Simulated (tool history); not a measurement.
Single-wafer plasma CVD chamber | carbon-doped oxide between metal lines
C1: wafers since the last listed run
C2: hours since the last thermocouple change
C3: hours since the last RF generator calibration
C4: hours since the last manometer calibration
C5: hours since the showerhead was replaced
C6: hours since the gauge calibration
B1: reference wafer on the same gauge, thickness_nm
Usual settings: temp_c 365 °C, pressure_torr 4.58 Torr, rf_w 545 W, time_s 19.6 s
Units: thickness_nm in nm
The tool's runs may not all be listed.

{"run": 1, "hour": 0.0, "temp_c": 375, "pressure_torr": 4.58, "rf_w": 545, "time_s": 17.7, "C1": 0, "C2": 883.7, "C3": 1933.8, "C4": 789.0, "C5": 3514.2, "C6": 88.1, "B1": 88.036, "thickness_nm": 83.038}
{"hour": 57.4, "done": "capacitance manometer re-zeroed and calibrated"}
{"run": 2, "hour": 90.2, "temp_c": 375, "pressure_torr": 4.58, "rf_w": 545, "time_s": 17.7, "C1": 1740, "C2": 973.9, "C3": 2024.0, "C4": 32.8, "C5": 3604.4, "C6": 178.3, "B1": 87.953, "thickness_nm": 82.642}
{"run": 3, "hour": 141.2, "temp_c": 365, "pressure_torr": 4.58, "rf_w": 545, "time_s": 19.6, "C1": 1079, "C2": 1024.9, "C3": 2075.0, "C4": 83.8, "C5": 3655.4, "C6": 229.3, "B1": 88.003, "thickness_nm": 92.229}
{"hour": 153.5, "done": "thermocouple changed; heater temperature recalibrated"}
{"run": 4, "hour": 245.2, "temp_c": 365, "pressure_torr": 4.58, "rf_w": 545, "time_s": 19.6, "C1": 2032, "C2": 91.7, "C3": 2179.0, "C4": 187.8, "C5": 3759.4, "C6": 333.3, "B1": 87.809, "thickness_nm": 92.39}
{"run": 5, "hour": 318.0, "temp_c": 365, "pressure_torr": 4.99, "rf_w": 545, "time_s": 19.6, "C1": 1541, "C2": 164.5, "C3": 2251.8, "C4": 260.6, "C5": 3832.2, "C6": 406.1, "B1": 88.136, "thickness_nm": 94.555}
{"hour": 328.9, "done": "showerhead replaced"}
{"run": 6, "hour": 356.0, "temp_c": 365, "pressure_torr": 4.2, "rf_w": 545, "time_s": 19.6, "C1": 635, "C2": 202.5, "C3": 2289.8, "C4": 298.6, "C5": 27.1, "C6": 444.1, "B1": 87.879, "thickness_nm": 90.559}
{"run": 7, "hour": 424.6, "temp_c": 365, "pressure_torr": 4.58, "rf_w": 545, "time_s": 19.6, "C1": 1452, "C2": 271.1, "C3": 2358.4, "C4": 367.2, "C5": 95.7, "C6": 512.7, "B1": 87.93, "thickness_nm": 93.285}
{"run": 8, "hour": 471.0, "temp_c": 365, "pressure_torr": 4.58, "rf_w": 575, "time_s": 19.6, "C1": 982, "C2": 317.5, "C3": 2404.8, "C4": 413.6, "C5": 142.1, "C6": 559.1, "B1": 88.041, "thickness_nm": 97.71}
{"run": 9, "hour": 563.8, "temp_c": 365, "pressure_torr": 3.59, "rf_w": 545, "time_s": 19.6, "C1": 1965, "C2": 410.3, "C3": 2497.6, "C4": 506.4, "C5": 234.9, "C6": 651.9, "B1": 87.791, "thickness_nm": 88.428}
{"run": 10, "hour": 665.0, "temp_c": 365, "pressure_torr": 5.43, "rf_w": 445, "time_s": 19.6, "C1": 2142, "C2": 511.5, "C3": 2598.8, "C4": 607.6, "C5": 336.1, "C6": 753.1, "B1": 87.872, "thickness_nm": 79.291}
{"hour": 705.4, "done": "RF generator calibrated"}
{"run": 11, "hour": 724.3, "temp_c": 365, "pressure_torr": 5.46, "rf_w": 545, "time_s": 19.6, "C1": 1086, "C2": 570.8, "C3": 18.9, "C4": 666.9, "C5": 395.4, "C6": 812.4, "B1": 87.741, "thickness_nm": 97.069}
{"run": 12, "hour": 770.7, "temp_c": 365, "pressure_torr": 4.58, "rf_w": 545, "time_s": 19.6, "C1": 982, "C2": 617.2, "C3": 65.3, "C4": 713.3, "C5": 441.8, "C6": 858.8, "B1": 88.154, "thickness_nm": 93.177}
{"run": 13, "hour": 806.7, "temp_c": 365, "pressure_torr": 4.58, "rf_w": 545, "time_s": 19.6, "C1": 762, "C2": 653.2, "C3": 101.3, "C4": 749.3, "C5": 477.8, "C6": 894.8, "B1": 87.923, "thickness_nm": 93.04}
{"run": 14, "hour": 877.6, "temp_c": 365, "pressure_torr": 4.58, "rf_w": 545, "time_s": 16.6, "C1": 1501, "C2": 724.1, "C3": 172.2, "C4": 820.2, "C5": 548.7, "C6": 965.7, "B1": 87.807, "thickness_nm": 78.832}
{"run": 15, "hour": 982.8, "temp_c": 365, "pressure_torr": 4.58, "rf_w": 545, "time_s": 19.6, "C1": 2227, "C2": 829.3, "C3": 277.4, "C4": 925.4, "C5": 653.9, "C6": 1070.9, "B1": 87.836, "thickness_nm": 92.801}
{"hour": 1024.2, "done": "capacitance manometer re-zeroed and calibrated"}
{"run": 16, "hour": 1024.7, "temp_c": 365, "pressure_torr": 4.58, "rf_w": 545, "time_s": 22.0, "C1": 717, "C2": 871.2, "C3": 319.3, "C4": 0.5, "C5": 695.8, "C6": 1112.8, "B1": 87.883, "thickness_nm": 104.257}
{"hour": 1045.9, "done": "thermocouple changed; heater temperature recalibrated"}
{"run": 17, "hour": 1064.6, "temp_c": 365, "pressure_torr": 4.58, "rf_w": 545, "time_s": 19.6, "C1": 675, "C2": 18.7, "C3": 359.2, "C4": 40.4, "C5": 735.7, "C6": 1152.7, "B1": 87.879, "thickness_nm": 92.643}
{"run": 18, "hour": 1104.2, "temp_c": 372, "pressure_torr": 4.58, "rf_w": 610, "time_s": 23.0, "C1": 838, "C2": 58.3, "C3": 398.8, "C4": 80.0, "C5": 775.3, "C6": 1192.3, "B1": 87.805, "thickness_nm": 117.397}
{"run": 19, "hour": 1199.7, "temp_c": 365, "pressure_torr": 4.58, "rf_w": 485, "time_s": 22.7, "C1": 2022, "C2": 153.8, "C3": 494.3, "C4": 175.5, "C5": 870.8, "C6": 1287.8, "B1": 87.859, "thickness_nm": 97.699}
{"run": 20, "hour": 1278.1, "temp_c": 356, "pressure_torr": 3.71, "rf_w": 485, "time_s": 23.0, "C1": 1660, "C2": 232.2, "C3": 572.7, "C4": 253.9, "C5": 949.2, "C6": 1366.2, "B1": 87.794, "thickness_nm": 95.528}
{"run": 21, "hour": 1362.4, "temp_c": 373, "pressure_torr": 4.58, "rf_w": 635, "time_s": 22.1, "C1": 1785, "C2": 316.5, "C3": 657.0, "C4": 338.2, "C5": 1033.5, "C6": 1450.5, "B1": 87.811, "thickness_nm": 116.126}
{"run": 22, "hour": 1412.0, "temp_c": 380, "pressure_torr": 5.29, "rf_w": 545, "time_s": 19.6, "C1": 1050, "C2": 366.1, "C3": 706.6, "C4": 387.8, "C5": 1083.1, "C6": 1500.1, "B1": 87.875, "thickness_nm": 93.111}
{"run": 23, "hour": 1469.7, "temp_c": 370, "pressure_torr": 5.07, "rf_w": 475, "time_s": 16.1, "C1": 1221, "C2": 423.8, "C3": 764.3, "C4": 445.5, "C5": 1140.8, "C6": 1557.8, "B1": 88.179, "thickness_nm": 69.724}
{"run": 24, "hour": 1514.4, "temp_c": 378, "pressure_torr": 5.72, "rf_w": 625, "time_s": 16.3, "C1": 946, "C2": 468.5, "C3": 809.0, "C4": 490.2, "C5": 1185.5, "C6": 1602.5, "B1": 88.073, "thickness_nm": 87.35}
{"run": 25, "hour": 1570.8, "temp_c": 361, "pressure_torr": 4.58, "rf_w": 545, "time_s": 19.6, "C1": 1194, "C2": 524.9, "C3": 865.4, "C4": 546.6, "C5": 1241.9, "C6": 1658.9, "B1": 87.816, "thickness_nm": 94.664}
{"run": 26, "hour": 1653.9, "temp_c": 365, "pressure_torr": 5.35, "rf_w": 545, "time_s": 19.6, "C1": 1759, "C2": 608.0, "C3": 948.5, "C4": 629.7, "C5": 1325.0, "C6": 1742.0, "B1": 87.963, "thickness_nm": 96.179}
{"run": 27, "hour": 1728.4, "temp_c": 365, "pressure_torr": 5.53, "rf_w": 615, "time_s": 20.8, "C1": 1577, "C2": 682.5, "C3": 1023.0, "C4": 704.2, "C5": 1399.5, "C6": 1816.5, "B1": 87.891, "thickness_nm": 112.634}

Forecast each of these 5 alternatives for the next run:
{"run": "A", "hour": 1728.8, "temp_c": 365, "pressure_torr": 4.58, "rf_w": 545, "time_s": 19.6, "C1": 8, "C2": 682.9, "C3": 1023.4, "C4": 704.6, "C5": 1399.9, "C6": 1816.9, "B1": "?", "thickness_nm": "?"}
{"run": "B", "hour": 1728.8, "temp_c": 365, "pressure_torr": 4.58, "rf_w": 450, "time_s": 19.6, "C1": 8, "C2": 682.9, "C3": 1023.4, "C4": 704.6, "C5": 1399.9, "C6": 1816.9, "B1": "?", "thickness_nm": "?"}
{"run": "C", "hour": 1728.8, "temp_c": 365, "pressure_torr": 4.98, "rf_w": 625, "time_s": 21.6, "C1": 8, "C2": 682.9, "C3": 1023.4, "C4": 704.6, "C5": 1399.9, "C6": 1816.9, "B1": "?", "thickness_nm": "?"}
{"run": "D", "hour": 1728.8, "temp_c": 351, "pressure_torr": 4.58, "rf_w": 545, "time_s": 19.6, "C1": 8, "C2": 682.9, "C3": 1023.4, "C4": 704.6, "C5": 1399.9, "C6": 1816.9, "B1": "?", "thickness_nm": "?"}
{"run": "E", "hour": 1728.8, "temp_c": 365, "pressure_torr": 5.65, "rf_w": 545, "time_s": 19.6, "C1": 8, "C2": 682.9, "C3": 1023.4, "C4": 704.6, "C5": 1399.9, "C6": 1816.9, "B1": "?", "thickness_nm": "?"}

run=A B1=88.106 thickness_nm=92.835
run=B B1=88.106 thickness_nm=77.953
run=C B1=88.106 thickness_nm=115.974
run=D B1=88.106 thickness_nm=95.843
run=E B1=88.106 thickness_nm=96.609
Without the tool's hidden state the same runs would have given:
run=A thickness_nm=92.835
run=B thickness_nm=77.953
run=C thickness_nm=115.974
run=D thickness_nm=95.843
run=E thickness_nm=96.609

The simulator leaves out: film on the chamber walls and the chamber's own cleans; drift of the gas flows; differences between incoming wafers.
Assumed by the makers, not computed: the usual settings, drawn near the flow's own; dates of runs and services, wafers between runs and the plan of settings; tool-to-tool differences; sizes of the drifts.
